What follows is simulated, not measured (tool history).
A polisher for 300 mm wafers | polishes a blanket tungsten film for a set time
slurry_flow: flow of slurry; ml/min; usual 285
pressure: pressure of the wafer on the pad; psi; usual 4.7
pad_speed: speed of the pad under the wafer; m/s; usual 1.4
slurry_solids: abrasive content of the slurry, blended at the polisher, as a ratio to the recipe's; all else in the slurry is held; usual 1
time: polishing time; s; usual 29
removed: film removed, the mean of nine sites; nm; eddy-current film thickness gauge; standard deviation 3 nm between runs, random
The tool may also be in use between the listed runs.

run,hour,slurry_flow,pressure,pad_speed,slurry_solids,time,wafers since the last listed run,wafers polished on this pad,hours since the slurry nozzle was cleaned,hours since the head pressure was calibrated,hours since the slurry blender was calibrated,hours since the slurry got fresh peroxide,"incoming thickness of the incoming film, nm",removed
1,0,285,4.7,1.4,1,29,0,19,288.6,918.2,161.7,36.4,706.4,205.1
2,20.7,285,4.7,1.4,1,29,172,191,309.3,938.9,182.4,57.1,713.6,207
3,27.3,285,5.9,1.4,1,24,54,246,315.9,945.5,189,63.7,701.6,216.8
# hour 29.5: slurry tank refilled with fresh slurry and peroxide
4,38,285,5.9,1.4,1,24,80,327,326.6,956.2,199.7,8.5,699.4,217.4
5,45,285,5.9,1.4,1,24,58,385,333.6,963.2,206.7,15.5,713.1,219.2
6,58.3,285,4.7,1.4,1,29,110,495,346.9,976.5,220,28.8,706.5,210
# hour 72: worn pad replaced by a new one
7,108.9,285,4.7,1.4,1,29,387,306,397.5,1027.1,270.6,79.4,689.7,204.3
# hour 115.2: slurry tank refilled with fresh slurry and peroxide
8,122.2,285,4.7,1.4,1,29,102,409,410.8,1040.4,283.9,7,706.9,208.6
# hour 124.7: head pressure recalibrated
9,131.9,285,4.7,1.4,1,22,64,473,420.5,7.2,293.6,16.7,696.8,158.3
10,141.8,380,4.7,1.4,1,36,82,555,430.4,17.1,303.5,26.6,691.6,265.8
# hour 147.2: slurry nozzle cleaned
# hour 149.7: worn pad replaced by a new one
11,150.2,375,3.2,1.12,0.8,29,41,4,3,25.5,311.9,35,714.8,111.6
12,162.4,365,5.8,1.04,1,29,101,105,15.2,37.7,324.1,47.2,700.5,193.7
13,168.5,365,4.2,1.56,1,29,50,156,21.3,43.8,330.2,53.3,684.5,207.4
14,179.3,285,4.7,1.4,1,29,89,246,32.1,54.6,341,64.1,698.8,212.5
# hour 181.9: slurry tank refilled with fresh slurry and peroxide
# hour 187.8: slurry blender recalibrated
15,192.9,345,4.7,1.4,1,25,88,334,45.7,68.2,5.1,11,715,178.3
16,205.4,285,4,1.4,1.1,29,103,438,58.2,80.7,17.6,23.5,691.1,182.6
17,237.2,285,4.7,1.4,1,29,264,702,90,112.5,49.4,55.3,687.9,204.8
# hour 241.5: worn pad replaced by a new one
18,245.8,285,4.7,1.4,1,29,38,35,98.6,121.1,58,63.9,699.5,207.1

3 ways to go on from here, each from the tool as it stands after run 18. What would each give?
A,246.2,285,4.7,1.4,1,29,3,39,99,121.5,58.4,64.3,688,?
B,246.2,185,5.7,1.4,1.25,29,3,39,99,121.5,58.4,64.3,688,?
C,246.2,195,5.9,1.4,1,26,3,39,99,121.5,58.4,64.3,688,?

run,removed
A,213.4
B,258.4
C,228.6
Stripped of hidden state, with their random variation kept, the same runs would have yielded:
run,removed
A,213.4
B,258.4
C,228.6
